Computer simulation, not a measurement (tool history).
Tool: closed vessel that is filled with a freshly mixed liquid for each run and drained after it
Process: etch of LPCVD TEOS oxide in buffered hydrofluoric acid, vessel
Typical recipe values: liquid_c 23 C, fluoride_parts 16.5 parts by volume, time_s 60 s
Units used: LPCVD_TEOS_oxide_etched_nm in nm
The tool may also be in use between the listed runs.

run	hour	liquid_c	fluoride_parts	time_s	wafers since the last listed run	hours since the thermometer was replaced	hours since the hydrofluoric acid flow meter was replaced	hours since the gauge calibration	read-back film thickness of the LPCVD TEOS oxide reference wafer, read on the same gauge (nm)	LPCVD_TEOS_oxide_etched_nm
1	0	21	12	60	0	449.5	441.5	903.5	29.96	153.23
# hour 42.8: gauge calibrated
2	103.3	26	16.5	60	13591	552.8	544.8	60.5	30.04	147.82
3	172.8	23	16.5	60	9144	622.3	614.3	130	30	127.04
4	235	23	16.5	60	8184	684.5	676.5	192.2	29.96	125.8
5	279.9	25.5	16.5	60	5907	729.4	721.4	237.1	29.98	144.8
6	323.7	25.5	16.5	60	5763	773.2	765.2	280.9	30	144.87
7	384.8	25.5	16.5	60	8039	834.3	826.3	342	30.03	143.9
# hour 413: thermometer replaced
# hour 463.4: hydrofluoric acid flow meter replaced
8	481	23	16.5	60	12394	68	17.6	438.2	29.99	123.87
9	720.4	21	21	45	31499	307.4	257	677.6	30.02	66.69
10	768.3	21	16.5	30	6302	355.3	304.9	725.5	30.01	55.91
11	865.9	20.5	16.5	30	12841	452.9	402.5	823.1	29.99	54.11
12	921.5	24.5	16.5	60	7315	508.5	458.1	878.7	30	135.83
# hour 956.5: gauge calibrated
13	1024	23	16.5	60	13486	611	560.6	67.5	30.02	125.49
14	1087	23	22.5	60	8289	674	623.6	130.5	29.98	95.42
15	1226.4	23	16.5	60	18341	813.4	763	269.9	29.96	125.87
# hour 1273.9: thermometer replaced
16	1306.3	23	16.5	60	10381	32.4	842.9	349.8	30	125.71

Predict each of these 4 candidate next runs independently; none follows another, all start after run 16:
A	1307	23	19	60	92	33.1	843.6	350.5	?	?
B	1307	23	20	70	92	33.1	843.6	350.5	?	?
C	1307	23	10	30	92	33.1	843.6	350.5	?	?
D	1307	21.5	16.5	85	92	33.1	843.6	350.5	?	?

run	read-back film thickness of the LPCVD TEOS oxide reference wafer, read on the same gauge (nm)	LPCVD_TEOS_oxide_etched_nm
A	30.02	109.88
B	30.02	121.86
C	30.02	102.48
D	30.02	164.65
What these runs would have given with no unlogged condition in the tool:
run	LPCVD_TEOS_oxide_etched_nm
A	108.07
B	119.86
C	101.4
D	161.95

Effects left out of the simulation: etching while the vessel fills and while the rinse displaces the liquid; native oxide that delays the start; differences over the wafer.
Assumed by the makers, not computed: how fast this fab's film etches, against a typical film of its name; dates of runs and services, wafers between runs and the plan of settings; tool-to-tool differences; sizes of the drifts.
